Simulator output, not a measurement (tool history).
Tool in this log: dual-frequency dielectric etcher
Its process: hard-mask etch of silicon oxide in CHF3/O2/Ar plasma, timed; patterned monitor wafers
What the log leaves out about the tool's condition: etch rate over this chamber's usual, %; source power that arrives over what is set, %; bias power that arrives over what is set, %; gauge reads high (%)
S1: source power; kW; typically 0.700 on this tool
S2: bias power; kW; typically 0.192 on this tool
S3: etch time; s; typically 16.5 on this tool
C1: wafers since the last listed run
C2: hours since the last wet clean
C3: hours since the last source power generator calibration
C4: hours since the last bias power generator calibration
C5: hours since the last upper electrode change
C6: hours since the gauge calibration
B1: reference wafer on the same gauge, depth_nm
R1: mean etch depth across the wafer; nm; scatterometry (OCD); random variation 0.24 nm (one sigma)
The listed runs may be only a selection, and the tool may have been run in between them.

| run | hour | S1 | S2 | S3 | C1 | C2 | C3 | C4 | C5 | C6 | B1 | R1 |
|---|---|---|---|---|---|---|---|---|---|---|---|---|
| 1 | 0.0 | 0.700 | 0.219 | 16.5 | 0 | 548.3 | 2921.2 | 1609.9 | 2459.8 | 1756.0 | 34.78 | 34.56 |
|  | 95.3 | wet clean of the chamber |
| 2 | 95.8 | 0.700 | 0.192 | 16.5 | 1198 | 0.5 | 3017.0 | 1705.7 | 2555.6 | 1851.8 | 34.86 | 34.22 |
|  | 121.3 | gauge calibrated |
| 3 | 140.4 | 0.810 | 0.192 | 16.5 | 744 | 45.1 | 3061.6 | 1750.3 | 2600.2 | 19.1 | 34.82 | 37.08 |
| 4 | 196.6 | 0.810 | 0.192 | 16.5 | 937 | 101.3 | 3117.8 | 1806.5 | 2656.4 | 75.3 | 34.81 | 36.93 |
| 5 | 244.3 | 0.700 | 0.192 | 16.5 | 795 | 149.0 | 3165.5 | 1854.2 | 2704.1 | 123.0 | 34.76 | 34.17 |
| 6 | 326.8 | 0.700 | 0.192 | 16.5 | 1376 | 231.5 | 3248.0 | 1936.7 | 2786.6 | 205.5 | 34.88 | 34.53 |
| 7 | 377.9 | 0.700 | 0.192 | 16.5 | 852 | 282.6 | 3299.1 | 1987.8 | 2837.7 | 256.6 | 34.83 | 34.06 |
| 8 | 416.4 | 0.640 | 0.224 | 13.0 | 642 | 321.1 | 3337.6 | 2026.3 | 2876.2 | 295.1 | 34.83 | 26.63 |
|  | 456.0 | source power generator calibrated |
| 9 | 503.5 | 0.700 | 0.192 | 16.5 | 1386 | 408.2 | 47.5 | 2113.4 | 2963.3 | 382.2 | 34.78 | 33.50 |
|  | 572.8 | wet clean of the chamber |
| 10 | 573.3 | 0.700 | 0.192 | 16.5 | 764 | 0.5 | 117.3 | 2183.2 | 3033.1 | 452.0 | 34.73 | 34.18 |
| 11 | 614.6 | 0.810 | 0.192 | 16.5 | 689 | 41.8 | 158.6 | 2224.5 | 3074.4 | 493.3 | 34.76 | 36.68 |
|  | 627.3 | bias power generator calibrated |
| 12 | 656.3 | 0.700 | 0.192 | 16.5 | 629 | 83.5 | 200.3 | 29.0 | 3116.1 | 535.0 | 34.78 | 34.19 |
| 13 | 764.1 | 0.840 | 0.235 | 16.5 | 1798 | 191.3 | 308.1 | 136.8 | 3223.9 | 642.8 | 34.79 | 39.60 |
|  | 831.0 | upper electrode replaced, of another model than before |
| 14 | 831.5 | 0.700 | 0.240 | 16.5 | 724 | 258.7 | 375.5 | 204.2 | 0.5 | 710.2 | 34.76 | 37.40 |
| 15 | 923.9 | 0.620 | 0.192 | 14.0 | 1541 | 351.1 | 467.9 | 296.6 | 92.9 | 802.6 | 34.81 | 25.27 |
| 16 | 1002.8 | 0.770 | 0.153 | 16.5 | 1316 | 430.0 | 546.8 | 375.5 | 171.8 | 881.5 | 34.78 | 32.82 |
| 17 | 1074.1 | 0.550 | 0.158 | 19.0 | 1189 | 501.3 | 618.1 | 446.8 | 243.1 | 952.8 | 34.79 | 26.49 |
| 18 | 1167.1 | 0.750 | 0.164 | 14.0 | 1551 | 594.3 | 711.1 | 539.8 | 336.1 | 1045.8 | 34.74 | 27.44 |
|  | 1194.0 | wet clean of the chamber |
| 19 | 1207.0 | 0.700 | 0.155 | 16.5 | 265 | 13.0 | 751.0 | 579.7 | 376.0 | 1085.7 | 34.82 | 31.41 |
| 20 | 1251.8 | 0.700 | 0.192 | 16.5 | 747 | 57.8 | 795.8 | 624.5 | 420.8 | 1130.5 | 34.75 | 34.57 |
| 21 | 1306.9 | 0.570 | 0.212 | 21.5 | 919 | 112.9 | 850.9 | 679.6 | 475.9 | 1185.6 | 34.89 | 37.21 |
| 22 | 1378.5 | 0.790 | 0.147 | 13.5 | 1194 | 184.5 | 922.5 | 751.2 | 547.5 | 1257.2 | 34.85 | 27.57 |
| 23 | 1468.1 | 0.610 | 0.192 | 16.5 | 1495 | 274.1 | 1012.1 | 840.8 | 637.1 | 1346.8 | 34.76 | 29.71 |
| 24 | 1541.2 | 0.780 | 0.227 | 16.5 | 1219 | 347.2 | 1085.2 | 913.9 | 710.2 | 1419.9 | 34.80 | 39.60 |
| 25 | 1676.2 | 0.700 | 0.192 | 16.5 | 2252 | 482.2 | 1220.2 | 1048.9 | 845.2 | 1554.9 | 34.77 | 33.38 |
|  | 1813.8 | wet clean of the chamber |
| 26 | 1887.2 | 0.620 | 0.238 | 16.5 | 3120 | 73.4 | 1431.2 | 1259.9 | 1056.2 | 1765.9 | 34.81 | 33.39 |
| 27 | 1933.3 | 0.540 | 0.160 | 16.5 | 769 | 119.5 | 1477.3 | 1306.0 | 1102.3 | 1812.0 | 34.85 | 23.65 |
| 28 | 1999.0 | 0.770 | 0.192 | 19.0 | 1096 | 185.2 | 1543.0 | 1371.7 | 1168.0 | 1877.7 | 34.84 | 42.21 |

5 options for the next run, each taken on its own from the tool as it stands now. Forecast them:
| A | 1999.4 | 0.700 | 0.192 | 19.5 | 6 | 185.6 | 1543.4 | 1372.1 | 1168.4 | 1878.1 | ? | ? |
| B | 1999.4 | 0.790 | 0.172 | 16.5 | 6 | 185.6 | 1543.4 | 1372.1 | 1168.4 | 1878.1 | ? | ? |
| C | 1999.4 | 0.840 | 0.192 | 16.5 | 6 | 185.6 | 1543.4 | 1372.1 | 1168.4 | 1878.1 | ? | ? |
| D | 1999.4 | 0.790 | 0.216 | 16.5 | 6 | 185.6 | 1543.4 | 1372.1 | 1168.4 | 1878.1 | ? | ? |
| E | 1999.4 | 0.700 | 0.230 | 18.0 | 6 | 185.6 | 1543.4 | 1372.1 | 1168.4 | 1878.1 | ? | ? |

| run | B1 | R1 |
|---|---|---|
| A | 34.70 | 40.43 |
| B | 34.70 | 36.02 |
| C | 34.70 | 39.63 |
| D | 34.70 | 39.85 |
| E | 34.70 | 40.47 |
The same runs, with their run-to-run variation unchanged, on a tool lacking any hidden condition would have given:
| run | R1 |
|---|---|
| A | 40.77 |
| B | 36.32 |
| C | 39.96 |
| D | 40.19 |
| E | 40.81 |
